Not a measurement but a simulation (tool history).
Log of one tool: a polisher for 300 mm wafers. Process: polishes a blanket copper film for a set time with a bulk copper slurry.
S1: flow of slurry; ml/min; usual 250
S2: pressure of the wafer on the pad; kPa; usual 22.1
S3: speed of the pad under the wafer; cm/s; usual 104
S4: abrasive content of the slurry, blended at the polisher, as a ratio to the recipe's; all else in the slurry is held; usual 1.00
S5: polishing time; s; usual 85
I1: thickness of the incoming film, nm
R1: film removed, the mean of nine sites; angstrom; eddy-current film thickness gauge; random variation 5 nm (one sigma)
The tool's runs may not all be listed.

run,hour,S1,S2,S3,S4,S5,I1,R1
1,0.0,295,22.1,104,1.15,85,3463.7,7396
2,11.2,250,22.1,104,1.00,104,3486.7,8679
3,17.8,250,22.1,104,1.00,104,3447.1,8694
4,24.2,250,26.9,104,1.15,85,3470.5,8347
5,38.1,250,26.9,104,1.15,85,3390.2,8363
# hour 52.4: worn pad replaced by a new one
6,52.9,250,22.1,104,1.10,72,3446.8,6506
7,58.9,250,22.1,104,1.10,72,3511.6,6480
8,73.6,250,22.1,104,1.00,85,3417.7,7430
9,81.8,250,22.1,104,1.00,85,3471.1,7436
10,90.2,250,22.1,104,1.00,85,3499.1,7448
11,98.6,250,22.1,104,1.00,94,3411.6,8105
12,108.2,250,22.1,104,1.00,94,3457.8,8069
# hour 114.7: slurry nozzle cleaned
13,115.4,250,22.1,104,1.00,85,3399.2,7326
14,125.7,250,26.9,104,1.15,85,3408.6,8585
# hour 131.1: slurry blender recalibrated
15,140.6,250,22.1,104,1.15,85,3527.3,7261
16,149.6,320,16.5,104,1.00,96,3498.6,6718
17,161.5,250,22.1,78,0.75,85,3424.3,5297
# hour 166.1: worn pad replaced by a new one, of another model than before
18,168.6,250,22.1,104,1.00,73,3474.6,6484
# hour 185.4: head pressure recalibrated
19,186.5,320,22.1,88,1.00,85,3462.8,6811
20,196.6,335,22.1,104,1.00,85,3533.5,7580
21,211.1,250,22.1,120,1.00,73,3462.1,6963
22,221.5,250,28.3,104,1.00,85,3448.6,8419
23,235.3,250,22.1,104,1.00,104,3446.7,8938
24,252.2,250,22.1,104,1.15,85,3466.7,7359
# hour 256.9: slurry blender recalibrated
25,261.0,250,29.6,104,0.70,107,3452.0,10385
26,273.4,250,29.6,104,0.70,107,3525.7,10374

5 ways to go on from here, each from the tool as it stands after run 26. What would each give?
A,273.8,250,22.1,104,1.00,85,3444.9,?
B,273.8,190,29.6,124,1.00,85,3444.9,?
C,273.8,250,22.1,104,1.00,75,3444.9,?
D,273.8,250,22.1,104,0.75,85,3444.9,?
E,273.8,250,22.1,88,1.00,85,3444.9,?

run,R1
A,7115
B,9110
C,6278
D,6879
E,6343
Without the tool's hidden state the same runs would have given:
run,R1
A,7506
B,9611
C,6623
D,7258
E,6692
